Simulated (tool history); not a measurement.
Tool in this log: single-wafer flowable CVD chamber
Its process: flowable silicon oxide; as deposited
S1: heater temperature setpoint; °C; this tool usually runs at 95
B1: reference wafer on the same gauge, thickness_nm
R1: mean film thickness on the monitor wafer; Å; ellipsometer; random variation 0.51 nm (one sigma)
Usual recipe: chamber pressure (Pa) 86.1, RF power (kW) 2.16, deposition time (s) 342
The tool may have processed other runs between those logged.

Run 1, hour 0: usual settings; B1 216.053. Result: R1 1935.14 Å.
Run 2, hour 8.4: usual settings but S1 104 °C; B1 216.033. Result: R1 1485.83 Å.
Run 3, hour 23.6: usual settings; B1 216.146. Result: R1 1945.43 Å.
Run 4, hour 35.8: usual settings; B1 216.137. Result: R1 1941.65 Å.
Run 5, hour 51.3: usual settings; B1 215.99. Result: R1 1939.7 Å.
Run 6, hour 60.7: usual settings; B1 216.019. Result: R1 1925.83 Å.
Run 7, hour 69.4: usual settings but S1 99 °C; B1 216.137. Result: R1 1727.6 Å.
Run 8, hour 80.4: usual settings but S1 99 °C; B1 216.056. Result: R1 1740.37 Å.
Run 9, hour 93.6: usual settings; B1 216.002. Result: R1 1942.44 Å.
At hour 109.7: capacitance manometer re-zeroed and calibrated.
Run 10, hour 110.2: usual settings; B1 215.951. Result: R1 1810.7 Å.
Run 11, hour 115.1: usual settings; B1 215.897. Result: R1 1814.46 Å.
At hour 129.1: thermocouple changed; heater temperature recalibrated.
Run 12, hour 130.9: usual settings but RF power (kW) 1.86; B1 215.98. Result: R1 1791 Å.
At hour 152.3: RF generator calibrated.
Run 13, hour 152.8: usual settings but RF power (kW) 1.86; B1 216.087. Result: R1 1791.08 Å.
Run 14, hour 190.3: usual settings; B1 215.915. Result: R1 1830.41 Å.
Run 15, hour 202.2: usual settings; B1 215.926. Result: R1 1831.88 Å.
At hour 214.6: showerhead replaced.
Run 16, hour 215.1: usual settings but S1 80 °C, chamber pressure (Pa) 103.2, RF power (kW) 2.4, deposition time (s) 291; B1 215.989. Result: R1 2859.38 Å.
At hour 228.7: gauge calibrated.
Run 17, hour 229.9: usual settings but S1 107 °C, RF power (kW) 2.39, deposition time (s) 388; B1 216.103. Result: R1 1477.01 Å.
Run 18, hour 247.6: usual settings but chamber pressure (Pa) 77.9, RF power (kW) 2.49, deposition time (s) 279; B1 215.995. Result: R1 1371.71 Å.

Estimate the outcome of run 19 from the log above:
Run 19, hour 257: usual settings but S1 88 °C, RF power (kW) 1.79; B1 ?. Result: R1 ?.

Logged for run 19: B1 215.953, R1 2224.97 Å.
Take away the tool's hidden state, keep the run-to-run variation as it was, and the same run would have given R1 2176.2 Å.

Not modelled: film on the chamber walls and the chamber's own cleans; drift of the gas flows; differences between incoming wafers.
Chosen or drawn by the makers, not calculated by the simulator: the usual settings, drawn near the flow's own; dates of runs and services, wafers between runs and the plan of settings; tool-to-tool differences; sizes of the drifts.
